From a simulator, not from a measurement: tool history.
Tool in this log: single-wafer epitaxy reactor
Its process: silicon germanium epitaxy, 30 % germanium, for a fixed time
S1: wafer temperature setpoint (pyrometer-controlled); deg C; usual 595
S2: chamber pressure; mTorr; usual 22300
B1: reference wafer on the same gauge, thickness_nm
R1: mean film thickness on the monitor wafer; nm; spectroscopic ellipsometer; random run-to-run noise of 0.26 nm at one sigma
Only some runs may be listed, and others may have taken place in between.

run    hour   S1     S2      B1      R1
  1       0  595  18100  66.862  50.667
  2    23.3  606  22300  66.898  65.745
  3    38.7  602  22300   66.95  61.685
  4    56.8  598  22300   66.98  57.617
  5    85.5  598  22300  66.954  57.761
  6   117.2  598  22300  66.874  58.102
  7   152.2  595  22300   66.89   54.68
  8   166.2  595  22300  66.926  54.772
  9   200.3  595  22300  66.956  55.133
 10   234.4  595  22300  66.816   54.96
      309.9  -- pyrometer calibrated
 11   324.8  595  22300  66.961  52.148
      348.2  -- showerhead replaced
 12   348.7  595  19500  66.795   49.34
 13   367.7  595  19500  66.865  49.691
 14   383.8  595  22300  66.871  52.244
 15   419.1  595  22300    66.9  51.895
 16   431.5  589  22300  66.894  46.988
 17   451.7  588  23900  66.917  47.931
 18   484.9  609  22300  66.842  64.878
      495.4  -- pyrometer calibrated, repeated, since the last time left the tool worse
 19   501.9  604  27000  66.861  73.727
 20   529.9  582  17400  66.864  43.601
 21   562.4  595  24200  66.851  60.885
 22   598.2  586  25500  66.797  53.663
      632.7  -- gauge calibrated
      637.1  -- capacitance manometer re-zeroed and calibrated
 23   637.6  608  22300  66.865  72.841
 24   729.4  590  17000  66.888  48.397
 25   782.6  595  19700  66.873  55.713
 26   815.8  584  24600  67.015  50.577
 27   829.7  609  17100   66.89  65.884
 28   861.2  604  26900  67.029   73.15
 29   881.4  586  22300  66.926  50.309
 30     900  595  22300  66.866  58.307
 31   914.2  590  19800  66.886  50.994
 32   949.2  589  27700  66.861  57.423
 33   972.5  595  22300  66.994  58.461
 34   995.5  595  22300  66.847  58.171
 35  1027.2  595  22300  66.876  57.957

The next listed run, before its measurement:
 36  1053.4  602  20500   ?   ?

{"run 36": {"B1": 66.923, "R1": 62.832}}
The same run, on a tool lacking any hidden state, would have yielded R1 63.886 nm.
